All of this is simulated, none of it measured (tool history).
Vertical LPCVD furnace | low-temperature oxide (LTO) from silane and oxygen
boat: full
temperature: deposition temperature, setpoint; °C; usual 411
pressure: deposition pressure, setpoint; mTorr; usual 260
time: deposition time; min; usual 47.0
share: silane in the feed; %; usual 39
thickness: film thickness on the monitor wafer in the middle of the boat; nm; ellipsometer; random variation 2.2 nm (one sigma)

run   hour  temperature  pressure  time  share  read-back reference wafer on the same gauge, thickness  thickness
  1    0.0          417       260  47.0     36                                                  689.01     584.93
  2   24.8          411       260  47.0     39                                                  687.30     612.25
  3   46.0          411       260  47.0     39                                                  689.16     604.49
  4   75.0          411       260  47.0     39                                                  689.20     609.30
  5   91.8          411       260  47.0     39                                                  689.77     608.88
  6  126.9          411       260  47.0     39                                                  690.64     605.98
     239.1  -- silane flow controller replaced
  7  239.6          411       260  47.0     39                                                  689.83     609.00
  8  260.7          411       260  47.0     39                                                  690.39     611.25
     262.7  -- gauge calibrated
  9  293.2          411       260  47.0     39                                                  676.96     600.87
     323.9  -- pressure gauge zeroed
 10  324.4          403       260  47.0     39                                                  679.25     550.86
 11  338.2          411       260  47.0     39                                                  678.90     600.04
 12  359.6          406       240  53.5     35                                                  679.14     523.93
 13  387.6          411       260  47.0     39                                                  680.93     599.72
 14  419.8          421       320  41.0     39                                                  681.89     715.10
     443.9  -- thermocouples replaced and temperature profile calibrated
 15  444.4          411       205  39.5     39                                                  683.47     397.03
 16  455.1          411       260  47.0     36                                                  681.80     546.83
 17  471.3          411       320  47.0     39                                                  683.10     744.16
 18  488.9          417       220  52.5     39                                                  683.14     607.64
 19  511.2          418       200  53.5     43                                                  683.89     631.20
 20  528.2          411       215  41.5     39                                                  683.19     443.27
 21  546.6          411       260  47.0     47                                                  683.84     731.74
 22  566.0          408       200  41.0     32                                                  684.18     302.64
 23  595.0          411       260  47.0     33                                                  684.63     488.32
 24  611.0          416       245  30.0     35                                                  684.53     336.13
 25  637.9          411       320  55.5     39                                                  686.15     880.12
 26  665.2          411       260  47.0     39                                                  685.81     601.11
 27  684.7          411       260  47.0     39                                                  686.07     607.02
 28  711.3          402       225  47.0     39                                                  687.31     474.61
 29  728.7          408       300  59.0     39                                                  686.47     851.44
 30  748.7          402       260  56.0     45                                                  686.69     776.41
 31  784.3          411       260  47.0     39                                                  687.40     610.83

Measured less the same run without the tool's hidden state. The same run-to-run variation is in both; the gauge's scatter may not be:
The hidden state here: true tube temperature minus thermocouple reading, K; true pressure minus gauge reading, mTorr; deviation of the silane flow from its setpoint, %; gauge reads high (%).
run  thickness
  1     +10.01
  2     +10.57
  3     +10.51
  4     +10.69
  5     +10.74
  6     +10.80
  7     +11.13
  8     +11.22
  9      +0.69
 10      +1.45
 11      +1.95
 12      +2.18
 13      +3.17
 14      +4.64
 15      +2.91
 16      +4.20
 17      +6.11
 18      +5.32
 19      +5.94
 20      +4.38
 21      +7.58
 22      +3.29
 23      +5.65
 24      +4.00
 25     +10.99
 26      +7.84
 27      +8.14
 28      +6.59
 29     +12.08
 30     +11.26
 31      +9.18
